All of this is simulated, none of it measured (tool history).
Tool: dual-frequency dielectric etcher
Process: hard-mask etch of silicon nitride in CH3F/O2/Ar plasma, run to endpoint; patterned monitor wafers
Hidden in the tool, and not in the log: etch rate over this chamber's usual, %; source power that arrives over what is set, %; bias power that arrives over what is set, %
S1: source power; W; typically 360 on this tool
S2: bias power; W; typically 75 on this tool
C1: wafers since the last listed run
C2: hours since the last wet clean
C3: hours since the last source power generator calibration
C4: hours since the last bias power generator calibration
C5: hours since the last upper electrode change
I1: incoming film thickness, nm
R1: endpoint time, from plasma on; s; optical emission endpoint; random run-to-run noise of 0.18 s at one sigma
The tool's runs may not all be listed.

run	hour	S1	S2	C1	C2	C3	C4	C5	I1	R1
1	0.0	360	66	0	321.2	2822.1	2907.3	2980.7	36.47	64.6
2	24.9	360	66	227	346.1	2847.0	2932.2	3005.6	36.91	65.5
# hour 89.5: wet clean of the chamber
3	90.0	360	66	375	0.5	2912.1	2997.3	3070.7	36.35	62.3
4	192.8	360	75	938	103.3	3014.9	3100.1	3173.5	36.79	62.1
5	225.1	360	75	294	135.6	3047.2	3132.4	3205.8	35.79	60.5
6	279.8	360	75	499	190.3	3101.9	3187.1	3260.5	36.46	62.1
7	342.3	360	75	570	252.8	3164.4	3249.6	3323.0	36.23	61.8
8	400.5	360	75	531	311.0	3222.6	3307.8	3381.2	36.34	62.9
9	428.1	360	75	251	338.6	3250.2	3335.4	3408.8	36.61	63.1
10	463.8	360	75	325	374.3	3285.9	3371.1	3444.5	36.56	63.4
# hour 500.5: wet clean of the chamber
11	500.9	360	75	119	0.4	3323.0	3408.2	3481.6	36.24	60.9
# hour 512.0: source power generator calibrated
12	567.8	360	75	574	67.3	55.8	3475.1	3548.5	36.91	62.2
13	614.3	310	75	424	113.8	102.3	3521.6	3595.0	36.43	64.1
14	662.2	310	75	437	161.7	150.2	3569.5	3642.9	36.53	64.7
# hour 709.1: upper electrode replaced
# hour 746.1: bias power generator calibrated
15	756.0	430	67	600	255.5	244.0	9.9	46.9	36.35	60.8
16	800.5	390	80	406	300.0	288.5	54.4	91.4	36.69	61.3
# hour 858.6: wet clean of the chamber
17	859.1	360	75	315	0.5	347.1	113.0	150.0	36.60	61.9
18	898.8	310	60	362	40.2	386.8	152.7	189.7	36.22	67.2
19	926.3	360	75	251	67.7	414.3	180.2	217.2	36.53	62.4
20	977.4	400	84	466	118.8	465.4	231.3	268.3	36.21	59.2
21	1043.7	300	61	605	185.1	531.7	297.6	334.6	36.26	68.2
22	1097.2	360	75	488	238.6	585.2	351.1	388.1	36.45	63.2

What will run 23 give?
23	1125.3	430	93	256	266.7	613.3	379.2	416.2	36.48	?

Run 23 yielded R1 57.8 s.
Take away the tool's hidden state, keep the run-to-run variation as it was, and the same run would have given R1 55.7 s.
